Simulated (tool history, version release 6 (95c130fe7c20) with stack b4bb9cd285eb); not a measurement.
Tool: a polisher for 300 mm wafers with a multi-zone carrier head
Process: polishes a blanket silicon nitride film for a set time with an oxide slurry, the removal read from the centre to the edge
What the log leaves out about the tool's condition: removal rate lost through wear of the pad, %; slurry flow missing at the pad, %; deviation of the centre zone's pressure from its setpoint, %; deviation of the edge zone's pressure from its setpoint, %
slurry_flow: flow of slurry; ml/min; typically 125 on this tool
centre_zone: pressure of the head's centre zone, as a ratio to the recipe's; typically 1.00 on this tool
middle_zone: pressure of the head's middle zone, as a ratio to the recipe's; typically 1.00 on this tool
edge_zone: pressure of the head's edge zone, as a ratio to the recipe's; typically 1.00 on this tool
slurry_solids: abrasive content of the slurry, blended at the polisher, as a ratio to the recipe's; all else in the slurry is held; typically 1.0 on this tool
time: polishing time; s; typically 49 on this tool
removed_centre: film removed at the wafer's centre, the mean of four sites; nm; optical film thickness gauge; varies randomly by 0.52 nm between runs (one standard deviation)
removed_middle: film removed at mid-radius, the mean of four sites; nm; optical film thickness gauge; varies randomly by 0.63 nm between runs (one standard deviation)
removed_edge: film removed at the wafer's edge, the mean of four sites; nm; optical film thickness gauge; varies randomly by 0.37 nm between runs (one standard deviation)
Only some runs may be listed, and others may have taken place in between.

run,day,slurry_flow,centre_zone,middle_zone,edge_zone,slurry_solids,time,wafers since the last listed run,wafers polished on this pad,hours since the slurry nozzle was cleaned,hours since the centre zone pressure was calibrated,hours since the edge zone pressure was calibrated,hours since the carrier head's membrane was replaced,"incoming thickness of the incoming film, nm",removed_centre,removed_middle,removed_edge
1,0.000,125,1.00,1.00,1.00,1.0,49,0,1387,243.9,1221.1,830.1,837.4,566.9,45.2,43.2,44.3
# day 1.138: worn pad replaced by a new one
2,3.121,125,1.00,1.00,1.00,1.0,49,948,636,318.8,1296.0,905.0,912.3,574.4,42.8,41.9,43.9
3,3.683,125,1.00,1.00,1.00,1.0,49,180,817,332.3,1309.5,918.5,925.8,561.7,43.3,42.0,43.9
# day 4.067: centre zone pressure recalibrated
4,4.404,125,1.00,1.00,1.00,1.0,49,204,1022,349.6,8.1,935.8,943.1,564.8,42.3,42.0,43.3
# day 4.754: slurry nozzle cleaned
# day 4.771: carrier head's membrane replaced by a new one
5,5.367,125,1.00,1.00,1.00,1.0,49,290,1312,14.7,31.2,958.9,14.3,578.0,46.4,44.6,45.6
6,6.392,125,1.00,1.00,1.00,1.0,49,329,1641,39.3,55.8,983.5,38.9,570.5,46.1,44.2,45.6
7,6.962,125,1.00,1.00,1.00,1.0,49,183,1824,53.0,69.5,997.2,52.6,556.6,45.8,44.1,45.6
# day 7.750: worn pad replaced by a new one
8,7.967,125,1.00,1.08,1.00,1.0,49,268,69,77.1,93.6,1021.3,76.7,574.2,45.8,46.2,45.6
9,9.283,125,1.00,1.00,1.00,1.0,49,422,492,108.7,125.2,1052.9,108.3,572.9,45.9,43.9,45.4
10,10.738,115,0.91,1.00,1.00,1.0,64,466,959,143.6,160.1,1087.8,143.2,567.6,52.5,57.1,58.3
11,12.075,125,1.00,0.89,1.10,1.0,49,429,1388,175.7,192.2,1119.9,175.3,567.2,45.1,40.1,47.7
12,13.238,135,1.00,0.89,1.00,1.0,55,373,1761,203.6,220.1,1147.8,203.2,571.4,50.6,46.4,51.4
# day 14.308: worn pad replaced by a new one
13,14.454,125,1.00,1.00,1.00,1.0,49,337,47,232.8,249.3,1177.0,232.4,564.0,44.7,42.5,44.5
# day 15.354: edge zone pressure recalibrated
14,15.767,125,1.00,1.00,1.00,1.0,49,394,441,264.3,280.8,9.9,263.9,570.5,43.8,41.4,45.2
15,16.996,155,1.00,1.00,1.00,0.7,53,394,836,293.8,310.3,39.4,293.4,573.6,36.5,35.4,36.5
16,17.800,125,1.00,1.00,1.06,1.0,49,258,1094,313.1,329.6,58.7,312.7,567.5,42.9,42.6,45.3
# day 18.700: slurry nozzle cleaned
# day 19.858: worn pad replaced by a new one
17,22.112,125,1.00,1.00,1.00,1.0,49,1317,724,81.9,433.1,162.2,416.2,557.6,46.0,43.9,45.8
18,22.804,125,1.00,1.00,1.00,1.0,49,222,946,98.5,449.7,178.8,432.8,577.4,45.1,43.5,45.4
19,24.262,105,0.94,1.00,1.00,1.2,49,468,1414,133.5,484.7,213.8,467.8,581.1,46.8,46.0,49.0
20,25.121,145,1.00,1.00,1.00,1.0,49,275,1690,154.1,505.3,234.4,488.4,567.2,46.3,45.5,46.1

Run 21 is up next; what results do you expect?
# day 25.567: worn pad replaced by a new one
21,25.721,160,1.00,1.00,1.03,0.9,36,139,49,168.5,519.7,248.8,502.8,568.1,?,?,?

removed_centre: 32.4 nm
removed_middle: 31.3 nm
removed_edge: 31.9 nm
With no hidden state in the tool, this same run would have given removed_centre 33.0 nm, removed_middle 31.9 nm, removed_edge 32.3 nm.
